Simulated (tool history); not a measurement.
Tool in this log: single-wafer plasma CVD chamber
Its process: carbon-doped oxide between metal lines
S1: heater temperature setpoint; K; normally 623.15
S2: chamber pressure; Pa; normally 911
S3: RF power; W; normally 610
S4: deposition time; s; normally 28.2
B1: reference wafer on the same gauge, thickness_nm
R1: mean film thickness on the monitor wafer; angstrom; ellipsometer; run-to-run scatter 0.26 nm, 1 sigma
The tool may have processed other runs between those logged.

run 1 hour=0.0 | S1=623.15 S2=911 S3=610 S4=28.2 | B1=146.945 | R1=1653.29
run 2 hour=9.3 | S1=623.15 S2=911 S3=610 S4=28.2 | B1=146.944 | R1=1650.81
run 3 hour=25.5 | S1=623.15 S2=911 S3=610 S4=28.2 | B1=147.023 | R1=1655.11
run 4 hour=42.7 | S1=623.15 S2=911 S3=610 S4=28.2 | B1=146.965 | R1=1651.71
run 5 hour=51.4 | S1=623.15 S2=911 S3=610 S4=28.2 | B1=147.013 | R1=1647.57
run 6 hour=58.4 | S1=623.15 S2=911 S3=610 S4=28.2 | B1=147.088 | R1=1653.25
run 7 hour=69.1 | S1=623.15 S2=911 S3=610 S4=28.2 | B1=146.968 | R1=1649.76
run 8 hour=81.7 | S1=623.15 S2=911 S3=610 S4=28.2 | B1=146.930 | R1=1646.75
run 9 hour=87.9 | S1=623.15 S2=911 S3=610 S4=28.2 | B1=146.958 | R1=1646.99
run 10 hour=105.6 | S1=623.15 S2=911 S3=610 S4=28.2 | B1=146.960 | R1=1646.20
-- hour=119.5 gauge calibrated
run 11 hour=122.0 | S1=623.15 S2=731 S3=540 S4=28.2 | B1=147.015 | R1=1502.31
run 12 hour=134.1 | S1=614.15 S2=911 S3=610 S4=28.2 | B1=146.909 | R1=1687.92
-- hour=155.9 thermocouple changed; heater temperature recalibrated
-- hour=162.3 RF generator calibrated
-- hour=170.0 showerhead replaced, of another model than before
run 13 hour=170.5 | S1=623.15 S2=911 S3=610 S4=28.2 | B1=146.920 | R1=1714.48
-- hour=179.6 capacitance manometer re-zeroed and calibrated
run 14 hour=191.8 | S1=618.15 S2=911 S3=610 S4=32.9 | B1=147.050 | R1=2026.78
run 15 hour=198.4 | S1=623.15 S2=911 S3=610 S4=28.2 | B1=146.906 | R1=1717.21
run 16 hour=206.9 | S1=637.15 S2=995 S3=665 S4=32.9 | B1=147.012 | R1=2052.82
run 17 hour=218.8 | S1=623.15 S2=911 S3=700 S4=32.7 | B1=146.938 | R1=2172.00
run 18 hour=225.2 | S1=623.15 S2=911 S3=610 S4=28.2 | B1=146.967 | R1=1717.46
run 19 hour=241.7 | S1=636.15 S2=1133 S3=515 S4=23.9 | B1=146.907 | R1=1271.28
run 20 hour=258.5 | S1=623.15 S2=775 S3=575 S4=28.2 | B1=146.954 | R1=1631.81
run 21 hour=268.2 | S1=623.15 S2=911 S3=610 S4=33.2 | B1=146.918 | R1=2011.94
run 22 hour=285.1 | S1=623.15 S2=911 S3=700 S4=32.7 | B1=147.056 | R1=2169.50

List, for all runs, the conditions of the tool that the log does not record:
wafer temperature above the value expected at the setpoint (K): 0, the same for each run
true pressure above the setpoint (%): 0, the same for each run
gauge reads high (%): 0, the same for each run
H1: delivered RF power above the setpoint (%)
run=1 H1=-7.41
run=2 H1=-7.45
run=3 H1=-7.51
run=4 H1=-7.57
run=5 H1=-7.61
run=6 H1=-7.63
run=7 H1=-7.68
run=8 H1=-7.72
run=9 H1=-7.75
run=10 H1=-7.82
run=11 H1=-7.88
run=12 H1=-7.92
run=13 H1=-0.157
run=14 H1=-0.238
run=15 H1=-0.264
run=16 H1=-0.296
run=17 H1=-0.342
run=18 H1=-0.366
run=19 H1=-0.43
run=20 H1=-0.494
run=21 H1=-0.531
run=22 H1=-0.596
